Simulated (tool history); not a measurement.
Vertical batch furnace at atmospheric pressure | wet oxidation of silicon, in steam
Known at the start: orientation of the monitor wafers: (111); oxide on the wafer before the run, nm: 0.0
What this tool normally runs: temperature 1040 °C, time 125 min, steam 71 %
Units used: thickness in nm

| run | hour | temperature | time | steam | wafers since the last listed run | hours since the last temperature calibration | hours since the steam generator was serviced | hours since the gauge calibration | read-back reference wafer on the same gauge, thickness | thickness |
|---|---|---|---|---|---|---|---|---|---|---|
| 1 | 0 | 1040 | 125 | 71 | 0 | 3594.6 | 3196.3 | 614.6 | 785.2 | 646.34 |
| 2 | 28.2 | 1040 | 125 | 71 | 245 | 3622.8 | 3224.5 | 642.8 | 784.76 | 644.01 |
| 3 | 41.1 | 1040 | 125 | 71 | 112 | 3635.7 | 3237.4 | 655.7 | 785.01 | 644.78 |
| 4 | 59.1 | 1040 | 168 | 76 | 156 | 3653.7 | 3255.4 | 673.7 | 784.85 | 786.58 |
| 5 | 74.4 | 1040 | 168 | 76 | 133 | 3669 | 3270.7 | 689 | 785.21 | 791.11 |
| 6 | 87.9 | 1040 | 108.5 | 63 | 117 | 3682.5 | 3284.2 | 702.5 | 784.83 | 555.35 |
| 7 | 114 | 1040 | 125 | 71 | 227 | 3708.6 | 3310.3 | 728.6 | 785.3 | 644.96 |
| 8 | 146.9 | 1040 | 125 | 71 | 286 | 3741.5 | 3343.2 | 761.5 | 784.86 | 643 |
| 9 | 164.5 | 1040 | 125 | 71 | 153 | 3759.1 | 3360.8 | 779.1 | 785.62 | 644.22 |
| 10 | 183.4 | 1040 | 125 | 71 | 164 | 3778 | 3379.7 | 798 | 785.04 | 642.09 |
| 11 | 204.8 | 1040 | 125 | 71 | 186 | 3799.4 | 3401.1 | 819.4 | 784.82 | 643.19 |
| 12 | 230.2 | 1040 | 125 | 71 | 221 | 3824.8 | 3426.5 | 844.8 | 784.32 | 643.65 |
|  | 245.2 | gauge calibrated |
| 13 | 264.2 | 1040 | 125 | 71 | 296 | 3858.8 | 3460.5 | 19 | 785.19 | 645.66 |
| 14 | 293.8 | 1059 | 125 | 71 | 257 | 3888.4 | 3490.1 | 48.6 | 785.46 | 694.7 |
| 15 | 321.8 | 1059 | 125 | 71 | 243 | 3916.4 | 3518.1 | 76.6 | 784.75 | 692.98 |
| 16 | 350.8 | 1058 | 170 | 66 | 252 | 3945.4 | 3547.1 | 105.6 | 785.27 | 784.46 |
| 17 | 421.2 | 1040 | 145.5 | 67 | 613 | 4015.8 | 3617.5 | 176 | 785.28 | 677.52 |
| 18 | 437.2 | 1049 | 72 | 71 | 139 | 4031.8 | 3633.5 | 192 | 785.02 | 488.72 |
|  | 472 | thermocouples replaced and temperature profile calibrated |
| 19 | 472.5 | 1040 | 178.5 | 76 | 98 | 0.5 | 3668.8 | 227.3 | 785.08 | 813.54 |
| 20 | 485.9 | 1040 | 125 | 71 | 116 | 13.9 | 3682.2 | 240.7 | 785.01 | 644.15 |
| 21 | 515 | 1023 | 153.5 | 71 | 253 | 43 | 3711.3 | 269.8 | 784.79 | 673.34 |
|  | 544.6 | steam generator serviced |
| 22 | 545.1 | 1050 | 159 | 71 | 53 | 73.1 | 0.5 | 299.9 | 784.71 | 800.95 |
| 23 | 564.3 | 1040 | 125 | 71 | 167 | 92.3 | 19.7 | 319.1 | 785.13 | 673.88 |
| 24 | 600.2 | 1059 | 154.5 | 65 | 312 | 128.2 | 55.6 | 355 | 785.13 | 774.81 |
| 25 | 620.2 | 1040 | 125 | 64 | 174 | 148.2 | 75.6 | 375 | 784.85 | 633.02 |
| 26 | 644 | 1040 | 184.5 | 77 | 207 | 172 | 99.4 | 398.8 | 784.76 | 869.4 |
| 27 | 662.5 | 1017 | 78.5 | 66 | 161 | 190.5 | 117.9 | 417.3 | 785.16 | 443.26 |
| 28 | 694.2 | 1040 | 125 | 71 | 276 | 222.2 | 149.6 | 449 | 785.02 | 668.94 |
| 29 | 722.5 | 1040 | 125 | 71 | 246 | 250.5 | 177.9 | 477.3 | 784.84 | 670.47 |
| 30 | 737.9 | 1040 | 125 | 71 | 134 | 265.9 | 193.3 | 492.7 | 785.07 | 668.18 |

Alternative continuations, all from the tool just after run 30; predict every row:
| A | 743.5 | 1040 | 125 | 71 | 48 | 271.5 | 198.9 | 498.3 | ? | ? |
| B | 743.5 | 1062 | 125 | 67 | 48 | 271.5 | 198.9 | 498.3 | ? | ? |
| C | 743.5 | 1022 | 158.5 | 76 | 48 | 271.5 | 198.9 | 498.3 | ? | ? |
| D | 743.5 | 1040 | 156 | 77 | 48 | 271.5 | 198.9 | 498.3 | ? | ? |

| run | read-back reference wafer on the same gauge, thickness | thickness |
|---|---|---|
| A | 785.03 | 671.41 |
| B | 785.03 | 707.96 |
| C | 785.03 | 739.75 |
| D | 785.03 | 794.03 |
What these runs would have given with no unlogged condition in the tool:
| run | thickness |
|---|---|
| A | 676.7 |
| B | 713.41 |
| C | 745.62 |
| D | 800.19 |
